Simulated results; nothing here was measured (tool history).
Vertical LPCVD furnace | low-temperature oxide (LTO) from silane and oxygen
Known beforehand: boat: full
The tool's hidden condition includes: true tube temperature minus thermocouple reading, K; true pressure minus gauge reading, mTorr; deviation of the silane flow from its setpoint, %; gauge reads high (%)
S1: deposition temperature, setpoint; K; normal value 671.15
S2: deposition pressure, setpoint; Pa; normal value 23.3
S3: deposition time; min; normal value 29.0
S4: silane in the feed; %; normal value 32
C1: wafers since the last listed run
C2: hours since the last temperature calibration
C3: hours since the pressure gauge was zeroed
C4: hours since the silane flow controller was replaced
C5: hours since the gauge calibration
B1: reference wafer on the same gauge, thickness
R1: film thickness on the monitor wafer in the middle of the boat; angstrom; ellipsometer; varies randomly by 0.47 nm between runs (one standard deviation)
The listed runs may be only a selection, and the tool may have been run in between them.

| run | hour | S1 | S2 | S3 | S4 | C1 | C2 | C3 | C4 | C5 | B1 | R1 |
|---|---|---|---|---|---|---|---|---|---|---|---|---|
| 1 | 0.0 | 671.15 | 23.3 | 29.0 | 34 | 0 | 2194.5 | 2349.1 | 1648.4 | 347.0 | 138.93 | 1602.3 |
| 2 | 14.2 | 671.15 | 23.3 | 29.0 | 34 | 280 | 2208.7 | 2363.3 | 1662.6 | 361.2 | 138.95 | 1602.3 |
| 3 | 42.7 | 671.15 | 23.3 | 29.0 | 34 | 562 | 2237.2 | 2391.8 | 1691.1 | 389.7 | 138.92 | 1593.5 |
| 4 | 67.9 | 671.15 | 23.3 | 29.0 | 32 | 497 | 2262.4 | 2417.0 | 1716.3 | 414.9 | 139.12 | 1466.7 |
| 5 | 83.6 | 671.15 | 23.3 | 29.0 | 32 | 309 | 2278.1 | 2432.7 | 1732.0 | 430.6 | 139.00 | 1454.2 |
| 6 | 102.1 | 671.15 | 23.3 | 29.0 | 32 | 365 | 2296.6 | 2451.2 | 1750.5 | 449.1 | 139.14 | 1460.3 |
| 7 | 129.0 | 671.15 | 23.3 | 29.0 | 32 | 530 | 2323.5 | 2478.1 | 1777.4 | 476.0 | 139.11 | 1463.4 |
| 8 | 164.4 | 671.15 | 23.3 | 29.0 | 32 | 698 | 2358.9 | 2513.5 | 1812.8 | 511.4 | 139.20 | 1472.3 |
| 9 | 187.2 | 671.15 | 23.3 | 29.0 | 32 | 449 | 2381.7 | 2536.3 | 1835.6 | 534.2 | 139.05 | 1461.1 |
| 10 | 217.1 | 671.15 | 23.3 | 29.0 | 32 | 589 | 2411.6 | 2566.2 | 1865.5 | 564.1 | 138.90 | 1463.6 |
| 11 | 229.3 | 671.15 | 23.3 | 29.0 | 32 | 240 | 2423.8 | 2578.4 | 1877.7 | 576.3 | 139.00 | 1448.3 |
| 12 | 249.5 | 671.15 | 23.3 | 29.0 | 32 | 398 | 2444.0 | 2598.6 | 1897.9 | 596.5 | 139.06 | 1463.0 |
| 13 | 274.1 | 671.15 | 23.3 | 29.0 | 32 | 485 | 2468.6 | 2623.2 | 1922.5 | 621.1 | 138.99 | 1460.6 |
| 14 | 308.0 | 671.15 | 23.3 | 29.0 | 32 | 668 | 2502.5 | 2657.1 | 1956.4 | 655.0 | 138.90 | 1464.1 |
| 15 | 408.2 | 671.15 | 23.3 | 32.5 | 32 | 1977 | 2602.7 | 2757.3 | 2056.6 | 755.2 | 138.84 | 1617.2 |
| 16 | 433.9 | 671.15 | 23.3 | 29.0 | 32 | 507 | 2628.4 | 2783.0 | 2082.3 | 780.9 | 138.75 | 1453.2 |
| 17 | 461.8 | 671.15 | 23.3 | 32.0 | 37 | 550 | 2656.3 | 2810.9 | 2110.2 | 808.8 | 138.78 | 1958.1 |
| 18 | 483.4 | 671.15 | 23.3 | 29.0 | 32 | 426 | 2677.9 | 2832.5 | 2131.8 | 830.4 | 138.81 | 1456.9 |
| 19 | 504.4 | 675.15 | 23.3 | 29.0 | 32 | 414 | 2698.9 | 2853.5 | 2152.8 | 851.4 | 139.10 | 1520.5 |
|  | 511.3 | gauge calibrated |
| 20 | 559.5 | 671.15 | 27.3 | 40.0 | 27 | 1087 | 2754.0 | 2908.6 | 2207.9 | 48.2 | 139.11 | 1807.1 |
|  | 591.0 | pressure gauge zeroed |
| 21 | 592.3 | 666.15 | 28.0 | 29.0 | 36 | 173 | 2786.8 | 1.3 | 2240.7 | 81.0 | 138.93 | 1923.0 |
| 22 | 622.3 | 682.15 | 23.3 | 29.0 | 32 | 591 | 2816.8 | 31.3 | 2270.7 | 111.0 | 138.84 | 1642.2 |
| 23 | 673.9 | 682.15 | 23.3 | 29.0 | 32 | 1018 | 2868.4 | 82.9 | 2322.3 | 162.6 | 139.01 | 1632.4 |
|  | 701.9 | thermocouples replaced and temperature profile calibrated |
|  | 703.1 | silane flow controller replaced |
| 24 | 703.6 | 660.15 | 23.3 | 17.5 | 28 | 89 | 1.7 | 112.6 | 0.5 | 192.3 | 139.03 | 652.5 |
| 25 | 720.9 | 663.15 | 27.3 | 29.0 | 32 | 341 | 19.0 | 129.9 | 17.8 | 209.6 | 138.89 | 1601.3 |
| 26 | 806.7 | 662.15 | 17.3 | 29.0 | 34 | 1692 | 104.8 | 215.7 | 103.6 | 295.4 | 138.96 | 1091.7 |
| 27 | 841.4 | 674.15 | 23.3 | 29.0 | 35 | 684 | 139.5 | 250.4 | 138.3 | 330.1 | 139.04 | 1767.9 |
| 28 | 865.9 | 661.15 | 28.0 | 29.0 | 29 | 483 | 164.0 | 274.9 | 162.8 | 354.6 | 139.03 | 1377.1 |
| 29 | 896.6 | 671.15 | 23.3 | 29.0 | 28 | 605 | 194.7 | 305.6 | 193.5 | 385.3 | 139.00 | 1238.9 |
| 30 | 929.0 | 659.15 | 20.7 | 29.0 | 32 | 639 | 227.1 | 338.0 | 225.9 | 417.7 | 138.75 | 1146.3 |

5 options for the next run, each taken on its own from the tool as it stands now. Forecast them:
| A | 932.9 | 671.15 | 23.3 | 29.0 | 30 | 76 | 231.0 | 341.9 | 229.8 | 421.6 | ? | ? |
| B | 932.9 | 665.15 | 23.3 | 29.0 | 27 | 76 | 231.0 | 341.9 | 229.8 | 421.6 | ? | ? |
| C | 932.9 | 671.15 | 28.7 | 25.5 | 32 | 76 | 231.0 | 341.9 | 229.8 | 421.6 | ? | ? |
| D | 932.9 | 677.15 | 29.3 | 35.0 | 38 | 76 | 231.0 | 341.9 | 229.8 | 421.6 | ? | ? |
| E | 932.9 | 671.15 | 28.0 | 17.5 | 27 | 76 | 231.0 | 341.9 | 229.8 | 421.6 | ? | ? |

| run | B1 | R1 |
|---|---|---|
| A | 139.00 | 1377.6 |
| B | 139.00 | 1091.9 |
| C | 139.00 | 1633.3 |
| D | 139.00 | 3087.4 |
| E | 139.00 | 851.7 |
Take away the tool's hidden state, keep each run's random variation, and the runs would have read:
| run | R1 |
|---|---|
| A | 1373.2 |
| B | 1088.1 |
| C | 1628.4 |
| D | 3080.1 |
| E | 848.8 |
